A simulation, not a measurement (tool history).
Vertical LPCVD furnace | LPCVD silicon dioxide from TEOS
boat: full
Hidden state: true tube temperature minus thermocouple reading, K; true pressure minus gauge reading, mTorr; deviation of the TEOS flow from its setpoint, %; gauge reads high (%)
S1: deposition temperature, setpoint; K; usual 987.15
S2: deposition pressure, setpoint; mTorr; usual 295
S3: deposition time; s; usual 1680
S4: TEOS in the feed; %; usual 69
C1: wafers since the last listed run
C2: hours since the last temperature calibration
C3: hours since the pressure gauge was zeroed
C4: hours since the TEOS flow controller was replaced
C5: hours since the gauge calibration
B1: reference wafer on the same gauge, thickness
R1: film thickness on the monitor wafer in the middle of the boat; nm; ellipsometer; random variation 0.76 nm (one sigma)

run	hour	S1	S2	S3	S4	C1	C2	C3	C4	C5	B1	R1
1	0	987.15	295	1680	69	0	4313.1	2228.8	5439.4	6.9	286.08	315.63
# hour 30.8: thermocouples replaced and temperature profile calibrated
2	31.3	987.15	295	1680	69	96	0.5	2260.1	5470.7	38.2	286.19	288.59
3	34.7	979.15	295	2100	69	45	3.9	2263.5	5474.1	41.6	286.07	300.18
4	43	979.15	295	2100	69	110	12.2	2271.8	5482.4	49.9	285.92	300.17
# hour 70: pressure gauge zeroed
5	70.5	987.15	295	1680	79	46	39.7	0.5	5509.9	77.4	285.88	309.3
6	73.9	987.15	295	1680	79	30	43.1	3.9	5513.3	80.8	286.02	309.45
# hour 96.8: TEOS flow controller replaced
7	97.3	987.15	295	1680	69	6	66.5	27.3	0.5	104.2	286.18	289.97
8	100.7	987.15	295	1680	69	45	69.9	30.7	3.9	107.6	285.86	288.06
9	104.2	987.15	295	1680	69	46	73.4	34.2	7.4	111.1	286.13	289.71
10	110.4	987.15	295	1680	69	82	79.6	40.4	13.6	117.3	286.12	288.76
11	121.8	984.15	295	1680	69	151	91	51.8	25	128.7	285.99	269.83
12	138.2	996.15	265	1680	63	217	107.4	68.2	41.4	145.1	286.21	318.89
13	147.7	987.15	260	1680	69	125	116.9	77.7	50.9	154.6	286.18	271.39
14	160.8	987.15	295	1110	78	173	130	90.8	64	167.7	285.85	202.93
15	177.9	987.15	295	1680	69	226	147.1	107.9	81.1	184.8	285.87	289.12
16	189.5	978.15	295	1680	79	153	158.7	119.5	92.7	196.4	286.3	251.65
17	207.2	993.15	365	2010	63	234	176.4	137.2	110.4	214.1	285.98	423.07
18	214	997.15	315	1020	69	90	183.2	144	117.2	220.9	285.94	227.06
19	220.5	987.15	295	1680	69	86	189.7	150.5	123.7	227.4	285.98	289.02
20	227.2	987.15	315	1680	75	88	196.4	157.2	130.4	234.1	286.31	311.46
21	234	979.15	295	1050	69	90	203.2	164	137.2	240.9	286.03	150.41
22	247.8	987.15	295	1680	69	182	217	177.8	151	254.7	285.74	290.25
23	264	987.15	295	2040	69	214	233.2	194	167.2	270.9	286.15	352.03
24	276.9	994.15	365	1200	69	170	246.1	206.9	180.1	283.8	285.95	269.58
25	327.7	977.15	275	1050	69	673	296.9	257.7	230.9	334.6	286.02	139.72
26	334.4	980.15	350	1680	69	88	303.6	264.4	237.6	341.3	285.93	270.93
27	346.3	987.15	295	1680	77	157	315.5	276.3	249.5	353.2	286.08	306.49
28	359.9	999.15	245	1170	59	180	329.1	289.9	263.1	366.8	286.08	222.69
29	376	987.15	295	1140	65	213	345.2	306	279.2	382.9	285.9	190.75
30	382	996.15	270	1680	69	79	351.2	312	285.2	388.9	285.85	339.02
31	389.6	997.15	315	1020	69	100	358.8	319.6	292.8	396.5	286.08	227.54
32	399.8	987.15	335	1260	69	135	369	329.8	303	406.7	286.16	233.4

Forecast each of these 3 alternatives for the next run:
A	403.3	987.15	250	1680	69	46	372.5	333.3	306.5	410.2	?	?
B	403.3	982.15	295	1680	81	46	372.5	333.3	306.5	410.2	?	?
C	403.3	987.15	340	1680	78	46	372.5	333.3	306.5	410.2	?	?

run	B1	R1
A	285.84	267.43
B	285.84	281.02
C	285.84	331.59
Without the tool's hidden state the same runs would have given:
run	R1
A	262.07
B	275.33
C	324.94

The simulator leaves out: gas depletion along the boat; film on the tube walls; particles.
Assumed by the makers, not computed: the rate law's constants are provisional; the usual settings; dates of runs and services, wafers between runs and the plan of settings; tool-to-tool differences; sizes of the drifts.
